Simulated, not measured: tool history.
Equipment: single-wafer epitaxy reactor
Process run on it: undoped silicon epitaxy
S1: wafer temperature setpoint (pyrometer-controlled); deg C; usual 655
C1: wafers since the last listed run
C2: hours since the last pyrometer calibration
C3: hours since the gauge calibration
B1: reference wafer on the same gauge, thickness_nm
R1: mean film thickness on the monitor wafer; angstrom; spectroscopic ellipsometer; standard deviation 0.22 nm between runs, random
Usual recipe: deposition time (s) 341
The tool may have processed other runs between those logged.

Run 1, hour 0.0: usual settings; C1 0; C2 309.6; C3 2767.0; B1 73.747. Result: R1 682.27 angstrom.
Run 2, hour 41.7: usual settings; C1 214; C2 351.3; C3 2808.7; B1 73.684. Result: R1 683.05 angstrom.
Run 3, hour 143.5: usual settings but S1 659 deg C; C1 524; C2 453.1; C3 2910.5; B1 73.734. Result: R1 740.07 angstrom.
Run 4, hour 228.5: usual settings but S1 659 deg C; C1 437; C2 538.1; C3 2995.5; B1 73.666. Result: R1 739.01 angstrom.
Run 5, hour 283.2: usual settings but S1 659 deg C; C1 281; C2 592.8; C3 3050.2; B1 73.633. Result: R1 735.94 angstrom.
Run 6, hour 364.3: usual settings; C1 417; C2 673.9; C3 3131.3; B1 73.739. Result: R1 681.64 angstrom.
Run 7, hour 452.3: usual settings; C1 453; C2 761.9; C3 3219.3; B1 73.743. Result: R1 683.13 angstrom.
Run 8, hour 502.5: usual settings but S1 659 deg C, deposition time (s) 307; C1 258; C2 812.1; C3 3269.5; B1 73.685. Result: R1 661.59 angstrom.
Run 9, hour 612.2: usual settings; C1 564; C2 921.8; C3 3379.2; B1 73.697. Result: R1 677.30 angstrom.
Run 10, hour 695.7: usual settings; C1 429; C2 1005.3; C3 3462.7; B1 73.768. Result: R1 677.29 angstrom.
Run 11, hour 744.9: usual settings; C1 253; C2 1054.5; C3 3511.9; B1 73.683. Result: R1 679.42 angstrom.
Run 12, hour 815.0: usual settings; C1 360; C2 1124.6; C3 3582.0; B1 73.656. Result: R1 673.29 angstrom.
Run 13, hour 920.7: usual settings; C1 544; C2 1230.3; C3 3687.7; B1 73.718. Result: R1 674.94 angstrom.
Run 14, hour 983.0: usual settings; C1 320; C2 1292.6; C3 3750.0; B1 73.746. Result: R1 668.39 angstrom.
Run 15, hour 1068.5: usual settings; C1 440; C2 1378.1; C3 3835.5; B1 73.767. Result: R1 669.35 angstrom.
Run 16, hour 1131.0: usual settings but deposition time (s) 371; C1 321; C2 1440.6; C3 3898.0; B1 73.703. Result: R1 730.25 angstrom.
Run 17, hour 1177.8: usual settings but deposition time (s) 371; C1 241; C2 1487.4; C3 3944.8; B1 73.639. Result: R1 721.95 angstrom.
Run 18, hour 1277.8: usual settings but S1 663 deg C, deposition time (s) 308; C1 514; C2 1587.4; C3 4044.8; B1 73.713. Result: R1 700.80 angstrom.
At hour 1301.2: gauge calibrated.
Run 19, hour 1378.8: usual settings; C1 520; C2 1688.4; C3 77.6; B1 73.704. Result: R1 663.68 angstrom.
At hour 1503.9: pyrometer calibrated.
Run 20, hour 1543.5: usual settings; C1 806; C2 39.6; C3 242.3; B1 73.688. Result: R1 681.59 angstrom.
Run 21, hour 1637.9: usual settings; C1 486; C2 134.0; C3 336.7; B1 73.760. Result: R1 679.81 angstrom.
Run 22, hour 1703.1: usual settings; C1 335; C2 199.2; C3 401.9; B1 73.621. Result: R1 683.41 angstrom.
Run 23, hour 1757.4: usual settings; C1 279; C2 253.5; C3 456.2; B1 73.756. Result: R1 680.47 angstrom.
Run 24, hour 1812.9: usual settings but deposition time (s) 317; C1 285; C2 309.0; C3 511.7; B1 73.743. Result: R1 633.02 angstrom.
Run 25, hour 1912.2: usual settings but S1 648 deg C, deposition time (s) 375; C1 511; C2 408.3; C3 611.0; B1 73.737. Result: R1 655.22 angstrom.
Run 26, hour 2003.3: usual settings but S1 664 deg C, deposition time (s) 402; C1 469; C2 499.4; C3 702.1; B1 73.706. Result: R1 946.85 angstrom.
Run 27, hour 2068.7: usual settings but S1 649 deg C; C1 336; C2 564.8; C3 767.5; B1 73.671. Result: R1 605.61 angstrom.
Run 28, hour 2124.9: usual settings; C1 289; C2 621.0; C3 823.7; B1 73.759. Result: R1 678.30 angstrom.
Run 29, hour 2214.1: usual settings but S1 651 deg C, deposition time (s) 286; C1 459; C2 710.2; C3 912.9; B1 73.735. Result: R1 527.40 angstrom.
Run 30, hour 2302.2: usual settings but S1 664 deg C, deposition time (s) 389; C1 453; C2 798.3; C3 1001.0; B1 73.724. Result: R1 913.48 angstrom.
Run 31, hour 2408.0: usual settings but S1 663 deg C, deposition time (s) 405; C1 544; C2 904.1; C3 1106.8; B1 73.717. Result: R1 932.97 angstrom.
Run 32, hour 2478.9: usual settings; C1 365; C2 975.0; C3 1177.7; B1 73.663. Result: R1 675.63 angstrom.
Run 33, hour 2515.4: usual settings but S1 642 deg C, deposition time (s) 378; C1 187; C2 1011.5; C3 1214.2; B1 73.662. Result: R1 580.75 angstrom.
Run 34, hour 2600.0: usual settings but deposition time (s) 371; C1 435; C2 1096.1; C3 1298.8; B1 73.734. Result: R1 730.63 angstrom.
Run 35, hour 2694.4: usual settings but S1 665 deg C, deposition time (s) 286; C1 486; C2 1190.5; C3 1393.2; B1 73.750. Result: R1 675.86 angstrom.
Run 36, hour 2781.9: usual settings but S1 665 deg C; C1 450; C2 1278.0; C3 1480.7; B1 73.653. Result: R1 805.34 angstrom.
Run 37, hour 2886.8: usual settings but S1 664 deg C, deposition time (s) 321; C1 540; C2 1382.9; C3 1585.6; B1 73.711. Result: R1 747.38 angstrom.
Run 38, hour 2928.7: usual settings; C1 215; C2 1424.8; C3 1627.5; B1 73.713. Result: R1 667.32 angstrom.
Run 39, hour 3016.1: usual settings but S1 645 deg C; C1 450; C2 1512.2; C3 1714.9; B1 73.768. Result: R1 549.24 angstrom.
Run 40, hour 3073.5: usual settings but deposition time (s) 313; C1 295; C2 1569.6; C3 1772.3; B1 73.720. Result: R1 610.57 angstrom.
Run 41, hour 3110.3: usual settings but S1 663 deg C, deposition time (s) 280; C1 189; C2 1606.4; C3 1809.1; B1 73.758. Result: R1 635.82 angstrom.
At hour 3133.0: pyrometer calibrated.
Run 42, hour 3174.4: usual settings but S1 662 deg C, deposition time (s) 377; C1 288; C2 41.4; C3 1873.2; B1 73.693. Result: R1 856.53 angstrom.
Run 43, hour 3336.7: usual settings but S1 668 deg C, deposition time (s) 279; C1 835; C2 203.7; C3 2035.5; B1 73.673. Result: R1 706.60 angstrom.
Run 44, hour 3421.7: usual settings but S1 660 deg C, deposition time (s) 321; C1 437; C2 288.7; C3 2120.5; B1 73.673. Result: R1 704.88 angstrom.

3 ways to go on from here, each from the tool as it stands after run 44. What would each give?
Run A, hour 3422.2: usual settings but deposition time (s) 281; C1 2; C2 289.2; C3 2121.0; B1 ?. Result: R1 ?.
Run B, hour 3422.2: usual settings but S1 664 deg C, deposition time (s) 279; C1 2; C2 289.2; C3 2121.0; B1 ?. Result: R1 ?.
Run C, hour 3422.2: usual settings but S1 650 deg C; C1 2; C2 289.2; C3 2121.0; B1 ?. Result: R1 ?.

run      B1      R1
  A  73.617  561.47
  B  73.617  660.30
  C  73.617  619.42
Take away the tool's hidden state, keep each run's random variation, and the runs would have read:
run      R1
  A  562.03
  B  660.95
  C  620.05

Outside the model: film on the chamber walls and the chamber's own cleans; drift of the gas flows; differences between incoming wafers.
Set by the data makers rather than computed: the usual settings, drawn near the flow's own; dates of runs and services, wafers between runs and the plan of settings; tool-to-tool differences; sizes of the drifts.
